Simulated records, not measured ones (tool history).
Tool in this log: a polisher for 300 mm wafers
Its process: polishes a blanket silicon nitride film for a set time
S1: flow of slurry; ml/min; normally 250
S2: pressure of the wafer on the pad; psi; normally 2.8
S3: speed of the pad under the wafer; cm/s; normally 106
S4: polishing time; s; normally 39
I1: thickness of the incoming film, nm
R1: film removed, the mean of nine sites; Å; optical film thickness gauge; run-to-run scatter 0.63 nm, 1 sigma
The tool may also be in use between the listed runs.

run   hour   S1   S2   S3  S4     I1   R1
  1    0.0  275  2.8  106  39  539.0  570
       4.4  -- worn pad replaced by a new one
  2   24.3  250  2.8   96  39  544.9  517
  3   41.1  250  2.1  106  39  546.4  421
  4   62.1  250  2.1  106  39  541.6  423
  5   80.7  250  2.1  106  39  530.5  414
  6  180.4  250  3.1  106  39  538.8  620
  7  198.0  250  2.8  106  39  544.0  571
  8  218.9  250  2.8  106  39  548.6  551
  9  242.3  250  2.8  106  39  539.9  563
 10  271.1  250  2.8  106  39  545.9  551
     286.8  -- worn pad replaced by a new one
 11  339.1  250  2.3  128  39  528.3  540
 12  374.8  250  2.3  128  39  548.6  533
 13  401.1  250  2.3  128  39  536.4  541
 14  436.1  315  1.9  124  39  539.5  435
 15  465.7  250  2.3  106  49  540.7  567
     473.0  -- head pressure recalibrated
 16  500.3  225  1.9  136  39  544.8  468
 17  532.5  250  2.8  106  39  543.7  559
 18  548.0  215  2.8  126  39  542.7  633
     555.6  -- worn pad replaced by a new one
     568.1  -- slurry nozzle cleaned
 19  583.3  325  3.2  126  29  545.0  576
 20  608.9  250  2.8  106  39  530.4  556
 21  641.4  250  3.3  128  27  537.6  535
 22  665.2  250  2.8  134  39  532.9  684
 23  697.3  250  2.0  106  39  546.3  394
 24  709.9  305  3.3  106  28  532.7  481
 25  744.7  250  2.8  106  39  536.3  566
 26  798.9  250  2.8  120  49  546.9  778
     810.1  -- worn pad replaced by a new one
 27  813.1  330  3.6  106  39  532.8  721
 28  825.5  250  2.8   90  39  544.6  494
 29  860.0  190  2.8  106  39  539.0  547
 30  890.9  320  2.8  124  45  532.4  752
 31  933.4  250  2.8  106  39  546.2  567
 32  952.5  250  3.2   84  39  536.4  528
 33  981.3  165  3.2   72  52  537.9  605

What does the tool deliver on the next run?
 34  1030.0  250  3.3  138  48  540.0   ?

For run 34 the tool returned R1 993 Å.
Were there no unlogged condition in the tool, this run, its random variation unchanged, would have produced R1 993 Å.

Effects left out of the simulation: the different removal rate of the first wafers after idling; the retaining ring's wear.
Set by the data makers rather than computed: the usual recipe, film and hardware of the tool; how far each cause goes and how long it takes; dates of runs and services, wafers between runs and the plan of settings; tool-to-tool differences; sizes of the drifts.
